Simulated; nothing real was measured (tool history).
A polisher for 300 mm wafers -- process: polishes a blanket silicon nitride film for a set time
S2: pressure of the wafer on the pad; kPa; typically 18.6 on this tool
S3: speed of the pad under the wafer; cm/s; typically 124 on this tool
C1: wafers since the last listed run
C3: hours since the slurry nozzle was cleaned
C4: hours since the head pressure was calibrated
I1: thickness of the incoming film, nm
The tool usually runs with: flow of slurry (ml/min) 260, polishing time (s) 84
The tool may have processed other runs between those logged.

run 1 hour=0.0 | flow_of_slurry_(ml/min)=260 S2=18.6 S3=124 polishing_time_(s)=84 | C1=0 wafers_polished_on_this_pad=1016 C3=443.6 C4=1097.9 | I1=748.2 | film_removed_(nm)=126.0
-- hour=7.8 worn pad replaced by a new one
run 2 hour=13.1 | flow_of_slurry_(ml/min)=260 S2=18.6 S3=100 polishing_time_(s)=84 | C1=112 wafers_polished_on_this_pad=64 C3=456.7 C4=1111.0 | I1=747.5 | film_removed_(nm)=113.3
run 3 hour=20.1 | flow_of_slurry_(ml/min)=260 S2=18.6 S3=90 polishing_time_(s)=84 | C1=86 wafers_polished_on_this_pad=151 C3=463.7 C4=1118.0 | I1=761.5 | film_removed_(nm)=104.4
run 4 hour=34.3 | flow_of_slurry_(ml/min)=260 S2=18.6 S3=124 polishing_time_(s)=84 | C1=175 wafers_polished_on_this_pad=326 C3=477.9 C4=1132.2 | I1=759.6 | film_removed_(nm)=135.5
run 5 hour=43.3 | flow_of_slurry_(ml/min)=260 S2=18.6 S3=124 polishing_time_(s)=84 | C1=111 wafers_polished_on_this_pad=437 C3=486.9 C4=1141.2 | I1=763.2 | film_removed_(nm)=135.4
run 6 hour=54.5 | flow_of_slurry_(ml/min)=260 S2=18.6 S3=124 polishing_time_(s)=101 | C1=138 wafers_polished_on_this_pad=575 C3=498.1 C4=1152.4 | I1=751.1 | film_removed_(nm)=159.5
run 7 hour=61.2 | flow_of_slurry_(ml/min)=260 S2=18.6 S3=124 polishing_time_(s)=84 | C1=82 wafers_polished_on_this_pad=658 C3=504.8 C4=1159.1 | I1=764.0 | film_removed_(nm)=129.9
run 8 hour=67.9 | flow_of_slurry_(ml/min)=260 S2=18.6 S3=124 polishing_time_(s)=84 | C1=82 wafers_polished_on_this_pad=741 C3=511.5 C4=1165.8 | I1=749.2 | film_removed_(nm)=130.0
run 9 hour=80.3 | flow_of_slurry_(ml/min)=260 S2=18.6 S3=124 polishing_time_(s)=84 | C1=153 wafers_polished_on_this_pad=894 C3=523.9 C4=1178.2 | I1=752.4 | film_removed_(nm)=127.2
run 10 hour=94.8 | flow_of_slurry_(ml/min)=260 S2=18.6 S3=124 polishing_time_(s)=84 | C1=178 wafers_polished_on_this_pad=1072 C3=538.4 C4=1192.7 | I1=768.3 | film_removed_(nm)=124.7
-- hour=99.9 worn pad replaced by a new one
run 11 hour=107.0 | flow_of_slurry_(ml/min)=260 S2=18.6 S3=124 polishing_time_(s)=84 | C1=101 wafers_polished_on_this_pad=87 C3=550.6 C4=1204.9 | I1=769.2 | film_removed_(nm)=135.2
run 12 hour=120.5 | flow_of_slurry_(ml/min)=260 S2=18.6 S3=154 polishing_time_(s)=84 | C1=166 wafers_polished_on_this_pad=254 C3=564.1 C4=1218.4 | I1=757.1 | film_removed_(nm)=159.5
run 13 hour=137.8 | flow_of_slurry_(ml/min)=260 S2=18.6 S3=154 polishing_time_(s)=84 | C1=213 wafers_polished_on_this_pad=467 C3=581.4 C4=1235.7 | I1=770.8 | film_removed_(nm)=159.0
run 14 hour=144.1 | flow_of_slurry_(ml/min)=260 S2=18.6 S3=154 polishing_time_(s)=84 | C1=77 wafers_polished_on_this_pad=545 C3=587.7 C4=1242.0 | I1=777.1 | film_removed_(nm)=156.7
run 15 hour=155.4 | flow_of_slurry_(ml/min)=260 S2=18.6 S3=124 polishing_time_(s)=84 | C1=139 wafers_polished_on_this_pad=684 C3=599.0 C4=1253.3 | I1=762.7 | film_removed_(nm)=130.1
run 16 hour=172.1 | flow_of_slurry_(ml/min)=260 S2=16.5 S3=124 polishing_time_(s)=84 | C1=206 wafers_polished_on_this_pad=890 C3=615.7 C4=1270.0 | I1=769.4 | film_removed_(nm)=115.1
-- hour=184.0 worn pad replaced by a new one, of another model than before
run 17 hour=184.8 | flow_of_slurry_(ml/min)=260 S2=21.4 S3=124 polishing_time_(s)=84 | C1=107 wafers_polished_on_this_pad=9 C3=628.4 C4=1282.7 | I1=764.9 | film_removed_(nm)=148.9
run 18 hour=192.6 | flow_of_slurry_(ml/min)=260 S2=14.5 S3=124 polishing_time_(s)=84 | C1=96 wafers_polished_on_this_pad=105 C3=636.2 C4=1290.5 | I1=753.2 | film_removed_(nm)=112.4
run 19 hour=207.0 | flow_of_slurry_(ml/min)=325 S2=18.6 S3=124 polishing_time_(s)=84 | C1=177 wafers_polished_on_this_pad=283 C3=650.6 C4=1304.9 | I1=755.1 | film_removed_(nm)=139.8
run 20 hour=224.6 | flow_of_slurry_(ml/min)=190 S2=18.6 S3=98 polishing_time_(s)=70 | C1=217 wafers_polished_on_this_pad=500 C3=668.2 C4=1322.5 | I1=767.5 | film_removed_(nm)=91.1
run 21 hour=242.0 | flow_of_slurry_(ml/min)=260 S2=18.6 S3=124 polishing_time_(s)=84 | C1=214 wafers_polished_on_this_pad=715 C3=685.6 C4=1339.9 | I1=771.5 | film_removed_(nm)=131.0
run 22 hour=253.3 | flow_of_slurry_(ml/min)=260 S2=18.6 S3=124 polishing_time_(s)=84 | C1=139 wafers_polished_on_this_pad=854 C3=696.9 C4=1351.2 | I1=766.0 | film_removed_(nm)=126.9
-- hour=262.5 worn pad replaced by a new one
run 23 hour=267.3 | flow_of_slurry_(ml/min)=260 S2=12.4 S3=108 polishing_time_(s)=75 | C1=123 wafers_polished_on_this_pad=59 C3=710.9 C4=1365.2 | I1=754.5 | film_removed_(nm)=84.6
run 24 hour=278.8 | flow_of_slurry_(ml/min)=260 S2=18.6 S3=92 polishing_time_(s)=56 | C1=141 wafers_polished_on_this_pad=201 C3=722.4 C4=1376.7 | I1=753.6 | film_removed_(nm)=76.7
run 25 hour=291.3 | flow_of_slurry_(ml/min)=260 S2=24.1 S3=124 polishing_time_(s)=84 | C1=154 wafers_polished_on_this_pad=355 C3=734.9 C4=1389.2 | I1=754.6 | film_removed_(nm)=160.4
run 26 hour=298.3 | flow_of_slurry_(ml/min)=260 S2=12.4 S3=124 polishing_time_(s)=84 | C1=86 wafers_polished_on_this_pad=441 C3=741.9 C4=1396.2 | I1=774.7 | film_removed_(nm)=100.6
run 27 hour=309.8 | flow_of_slurry_(ml/min)=260 S2=18.6 S3=124 polishing_time_(s)=84 | C1=141 wafers_polished_on_this_pad=583 C3=753.4 C4=1407.7 | I1=767.2 | film_removed_(nm)=129.0
run 28 hour=324.2 | flow_of_slurry_(ml/min)=260 S2=13.8 S3=124 polishing_time_(s)=84 | C1=177 wafers_polished_on_this_pad=761 C3=767.8 C4=1422.1 | I1=764.9 | film_removed_(nm)=102.7
-- hour=334.4 slurry nozzle cleaned
run 29 hour=337.5 | flow_of_slurry_(ml/min)=260 S2=18.6 S3=124 polishing_time_(s)=84 | C1=151 wafers_polished_on_this_pad=913 C3=3.1 C4=1435.4 | I1=773.0 | film_removed_(nm)=125.2
-- hour=353.5 worn pad replaced by a new one
-- hour=353.5 head pressure recalibrated
run 30 hour=354.0 | flow_of_slurry_(ml/min)=260 S2=18.6 S3=124 polishing_time_(s)=84 | C1=153 wafers_polished_on_this_pad=6 C3=19.6 C4=0.5 | I1=752.5 | film_removed_(nm)=135.7
run 31 hour=362.9 | flow_of_slurry_(ml/min)=260 S2=13.1 S3=82 polishing_time_(s)=84 | C1=109 wafers_polished_on_this_pad=115 C3=28.5 C4=9.4 | I1=772.7 | film_removed_(nm)=84.2
run 32 hour=377.1 | flow_of_slurry_(ml/min)=260 S2=18.6 S3=124 polishing_time_(s)=84 | C1=175 wafers_polished_on_this_pad=291 C3=42.7 C4=23.6 | I1=757.6 | film_removed_(nm)=133.9
run 33 hour=385.5 | flow_of_slurry_(ml/min)=260 S2=18.6 S3=124 polishing_time_(s)=84 | C1=103 wafers_polished_on_this_pad=394 C3=51.1 C4=32.0 | I1=762.0 | film_removed_(nm)=134.4
run 34 hour=402.8 | flow_of_slurry_(ml/min)=350 S2=15.2 S3=100 polishing_time_(s)=102 | C1=213 wafers_polished_on_this_pad=608 C3=68.4 C4=49.3 | I1=766.8 | film_removed_(nm)=123.9
run 35 hour=428.3 | flow_of_slurry_(ml/min)=200 S2=18.6 S3=124 polishing_time_(s)=84 | C1=314 wafers_polished_on_this_pad=922 C3=93.9 C4=74.8 | I1=765.1 | film_removed_(nm)=121.2
-- hour=444.8 worn pad replaced by a new one
run 36 hour=445.3 | flow_of_slurry_(ml/min)=210 S2=18.6 S3=124 polishing_time_(s)=84 | C1=160 wafers_polished_on_this_pad=5 C3=110.9 C4=91.8 | I1=753.6 | film_removed_(nm)=129.5

Hidden condition of the tool, last listed run before each entry between runs versus first listed run after:
Logged between run 1 and run 2: worn pad replaced by a new one (hour 7.8)
  removal rate lost through wear of the pad, %: 8.78 -> 0.253
  measured less the result without the state, film removed (nm): -12.1 -> -0.3
Logged between run 10 and run 11: worn pad replaced by a new one (hour 99.9)
  removal rate lost through wear of the pad, %: 9.79 -> 0.604
  measured less the result without the state, film removed (nm): -13.5 -> -0.9
Logged between run 16 and run 17: worn pad replaced by a new one, of another model than before (hour 184.0)
  removal rate lost through wear of the pad, %: 7.14 -> 0.559
  measured less the result without the state, film removed (nm): -8.9 -> -0.9
Logged between run 22 and run 23: worn pad replaced by a new one (hour 262.5)
  removal rate lost through wear of the pad, %: 6.64 -> 2.2
  measured less the result without the state, film removed (nm): -9.0 -> -1.9
Logged between run 28 and run 29: slurry nozzle cleaned (hour 334.4)
  removal rate lost through wear of the pad, %: 6.99 -> 9.29
  measured less the result without the state, film removed (nm): -7.8 -> -12.8
Logged between run 29 and run 30: worn pad replaced by a new one (hour 353.5); head pressure recalibrated (hour 353.5)
  removal rate lost through wear of the pad, %: 9.29 -> 0.85
  measured less the result without the state, film removed (nm): -12.8 -> -1.2
Logged between run 35 and run 36: worn pad replaced by a new one (hour 444.8)
  removal rate lost through wear of the pad, %: 7.94 -> 0.819
  measured less the result without the state, film removed (nm): -10.4 -> -1.1

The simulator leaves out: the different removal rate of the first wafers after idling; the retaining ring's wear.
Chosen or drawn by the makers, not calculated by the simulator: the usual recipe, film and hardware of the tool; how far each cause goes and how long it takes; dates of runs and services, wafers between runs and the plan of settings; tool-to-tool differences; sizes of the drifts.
